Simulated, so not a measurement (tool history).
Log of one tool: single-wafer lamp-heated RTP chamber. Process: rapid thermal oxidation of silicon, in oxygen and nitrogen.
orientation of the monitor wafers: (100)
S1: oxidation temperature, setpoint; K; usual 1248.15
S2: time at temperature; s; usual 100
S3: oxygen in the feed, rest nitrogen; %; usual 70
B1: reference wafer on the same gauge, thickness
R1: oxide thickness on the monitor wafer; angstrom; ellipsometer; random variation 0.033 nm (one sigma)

| run | hour | S1 | S2 | S3 | B1 | R1 |
|---|---|---|---|---|---|---|
| 1 | 0.0 | 1248.15 | 126 | 70 | 5.736 | 64.29 |
| 2 | 17.9 | 1248.15 | 126 | 70 | 5.742 | 64.63 |
| 3 | 41.8 | 1248.15 | 126 | 70 | 5.739 | 64.70 |
| 4 | 62.5 | 1248.15 | 100 | 70 | 5.751 | 58.66 |
| 5 | 87.0 | 1248.15 | 100 | 70 | 5.734 | 59.67 |
| 6 | 117.7 | 1248.15 | 100 | 70 | 5.738 | 59.38 |
| 7 | 189.1 | 1248.15 | 100 | 84 | 5.731 | 63.76 |
| 8 | 220.6 | 1248.15 | 100 | 84 | 5.737 | 63.60 |
| 9 | 245.6 | 1259.15 | 100 | 58 | 5.743 | 60.49 |
| 10 | 277.6 | 1259.15 | 100 | 58 | 5.746 | 61.01 |
| 11 | 303.3 | 1259.15 | 100 | 58 | 5.747 | 60.41 |
| 12 | 326.7 | 1248.15 | 100 | 70 | 5.741 | 60.19 |
| 13 | 352.0 | 1248.15 | 100 | 70 | 5.740 | 59.77 |
| 14 | 387.5 | 1248.15 | 100 | 50 | 5.740 | 53.43 |
| 15 | 403.9 | 1248.15 | 100 | 95 | 5.739 | 67.11 |
| 16 | 425.7 | 1219.15 | 53 | 55 | 5.735 | 35.63 |
| 17 | 455.2 | 1248.15 | 100 | 70 | 5.742 | 60.49 |
|  | 473.8 | oxygen flow controller replaced |
|  | 478.2 | gauge calibrated |
| 18 | 490.7 | 1263.15 | 51 | 98 | 5.746 | 56.44 |
| 19 | 510.8 | 1248.15 | 86 | 70 | 5.741 | 56.13 |
| 20 | 524.7 | 1248.15 | 79 | 93 | 5.744 | 59.49 |
| 21 | 541.7 | 1248.15 | 100 | 70 | 5.734 | 60.20 |
| 22 | 559.4 | 1222.15 | 79 | 82 | 5.732 | 47.61 |
| 23 | 593.6 | 1262.15 | 125 | 85 | 5.740 | 80.25 |
|  | 618.3 | pyrometer window cleaned and pyrometer calibrated |
| 24 | 625.7 | 1248.15 | 79 | 40 | 5.740 | 43.77 |
| 25 | 657.4 | 1223.15 | 82 | 88 | 5.743 | 48.54 |
| 26 | 685.3 | 1248.15 | 139 | 70 | 5.739 | 67.31 |
| 27 | 787.7 | 1268.15 | 82 | 52 | 5.743 | 56.88 |

Forecast each of these 5 alternatives for the next run:
| A | 788.1 | 1248.15 | 119 | 70 | ? | ? |
| B | 788.1 | 1224.15 | 133 | 92 | ? | ? |
| C | 788.1 | 1263.15 | 148 | 78 | ? | ? |
| D | 788.1 | 1265.15 | 60 | 70 | ? | ? |
| E | 788.1 | 1268.15 | 100 | 70 | ? | ? |

| run | B1 | R1 |
|---|---|---|
| A | 5.744 | 63.15 |
| B | 5.744 | 60.72 |
| C | 5.744 | 81.08 |
| D | 5.744 | 53.00 |
| E | 5.744 | 67.78 |
Without the tool's hidden state the same runs would have given:
| run | R1 |
|---|---|
| A | 61.52 |
| B | 59.11 |
| C | 78.98 |
| D | 51.70 |
| E | 66.07 |

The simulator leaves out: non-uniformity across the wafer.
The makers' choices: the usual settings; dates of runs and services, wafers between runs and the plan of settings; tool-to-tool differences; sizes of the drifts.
